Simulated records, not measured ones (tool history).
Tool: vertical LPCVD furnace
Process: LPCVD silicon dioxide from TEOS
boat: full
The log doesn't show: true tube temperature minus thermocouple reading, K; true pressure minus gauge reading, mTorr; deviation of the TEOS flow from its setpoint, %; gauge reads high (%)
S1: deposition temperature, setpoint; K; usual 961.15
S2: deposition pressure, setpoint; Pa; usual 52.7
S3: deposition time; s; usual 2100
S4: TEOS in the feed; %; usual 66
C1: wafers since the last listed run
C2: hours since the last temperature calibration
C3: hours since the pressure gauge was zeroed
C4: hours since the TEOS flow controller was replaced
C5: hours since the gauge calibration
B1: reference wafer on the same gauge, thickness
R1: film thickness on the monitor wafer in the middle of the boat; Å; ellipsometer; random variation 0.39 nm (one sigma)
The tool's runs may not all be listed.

run,hour,S1,S2,S3,S4,C1,C2,C3,C4,C5,B1,R1
1,0.0,961.15,52.7,2100,74,0,4247.4,3504.6,3198.3,176.8,206.98,2527.9
2,16.7,961.15,52.7,2100,74,166,4264.1,3521.3,3215.0,193.5,206.95,2539.4
3,32.4,961.15,52.7,2100,66,156,4279.8,3537.0,3230.7,209.2,206.97,2391.0
4,39.8,961.15,52.7,2100,66,73,4287.2,3544.4,3238.1,216.6,206.95,2404.7
# hour 49.8: gauge calibrated
5,51.4,961.15,52.7,2100,66,115,4298.8,3556.0,3249.7,1.6,207.10,2399.3
6,65.4,961.15,60.7,2100,66,139,4312.8,3570.0,3263.7,15.6,206.98,2559.8
7,83.4,961.15,60.7,2100,66,179,4330.8,3588.0,3281.7,33.6,206.95,2581.6
8,95.4,966.15,60.0,2100,66,119,4342.8,3600.0,3293.7,45.6,206.99,2877.6
9,112.9,966.15,60.0,2100,66,174,4360.3,3617.5,3311.2,63.1,207.20,2883.1
10,126.9,961.15,52.7,2100,66,139,4374.3,3631.5,3325.2,77.1,207.00,2390.7
# hour 165.2: TEOS flow controller replaced
11,165.7,961.15,52.7,2100,66,147,4413.1,3670.3,0.5,115.9,206.89,2405.0
12,169.6,961.15,52.7,2100,66,38,4417.0,3674.2,4.4,119.8,207.02,2396.2
13,173.5,961.15,52.7,2100,66,38,4420.9,3678.1,8.3,123.7,207.20,2401.6
# hour 200.2: pressure gauge zeroed
14,200.7,961.15,52.7,2100,66,31,4448.1,0.5,35.5,150.9,207.00,2402.3
15,204.6,961.15,62.0,2100,73,38,4452.0,4.4,39.4,154.8,207.10,2750.0
16,208.5,961.15,62.0,2100,73,38,4455.9,8.3,43.3,158.7,207.06,2741.8
17,215.7,954.15,64.7,2490,76,71,4463.1,15.5,50.5,165.9,207.14,2865.2
18,232.6,954.15,45.3,2100,66,168,4480.0,32.4,67.4,182.8,207.12,1891.1
19,249.2,961.15,52.7,1260,66,165,4496.6,49.0,84.0,199.4,207.04,1440.2
20,257.8,961.15,52.7,1590,60,85,4505.2,57.6,92.6,208.0,207.10,1736.8
# hour 273.9: gauge calibrated
# hour 285.9: thermocouples replaced and temperature profile calibrated
21,286.4,970.15,52.7,2100,66,45,0.5,86.2,121.2,12.5,207.08,2666.3
22,290.3,953.15,63.3,2580,54,38,4.4,90.1,125.1,16.4,207.00,2164.1
23,294.2,949.15,52.7,2100,77,38,8.3,94.0,129.0,20.3,206.99,1745.8
24,305.5,964.15,43.3,2850,56,112,19.6,105.3,140.3,31.6,207.09,2622.7
25,315.5,961.15,52.7,2100,66,99,29.6,115.3,150.3,41.6,207.09,2159.3
26,325.4,965.15,52.7,2790,71,98,39.5,125.2,160.2,51.5,207.02,3265.4
27,341.4,953.15,44.0,2670,78,159,55.5,141.2,176.2,67.5,206.96,2248.4
28,348.9,973.15,52.7,2400,57,74,63.0,148.7,183.7,75.0,207.00,3044.5
29,363.2,961.15,52.7,2400,66,142,77.3,163.0,198.0,89.3,206.89,2472.8
30,370.9,961.15,52.7,2100,66,76,85.0,170.7,205.7,97.0,206.94,2161.9
31,385.0,961.15,52.7,2100,66,140,99.1,184.8,219.8,111.1,206.98,2159.8
32,398.3,961.15,52.7,2100,74,132,112.4,198.1,233.1,124.4,206.95,2285.1

Hidden state at the last listed run before each entry between runs and at the first one after, where it differs:
Between runs 4 and 5: gauge calibrated (hour 49.8)
  true tube temperature minus thermocouple reading, K: 4.73 -> 4.74
  measured less the result without the state, R1: +255.3 -> +255.2 Å
Between runs 10 and 11: TEOS flow controller replaced (hour 165.2)
  true tube temperature minus thermocouple reading, K: 4.81 -> 4.85
  measured less the result without the state, R1: +258.0 -> +261.5 Å
Between runs 13 and 14: pressure gauge zeroed (hour 200.2)
  true tube temperature minus thermocouple reading, K: 4.86 -> 4.88
  measured less the result without the state, R1: +261.5 -> +262.9 Å
Between runs 20 and 21: gauge calibrated (hour 273.9); thermocouples replaced and temperature profile calibrated (hour 285.9)
  true tube temperature minus thermocouple reading, K: 4.94 -> 0.324
  measured less the result without the state, R1: +192.1 -> +20.1 Å

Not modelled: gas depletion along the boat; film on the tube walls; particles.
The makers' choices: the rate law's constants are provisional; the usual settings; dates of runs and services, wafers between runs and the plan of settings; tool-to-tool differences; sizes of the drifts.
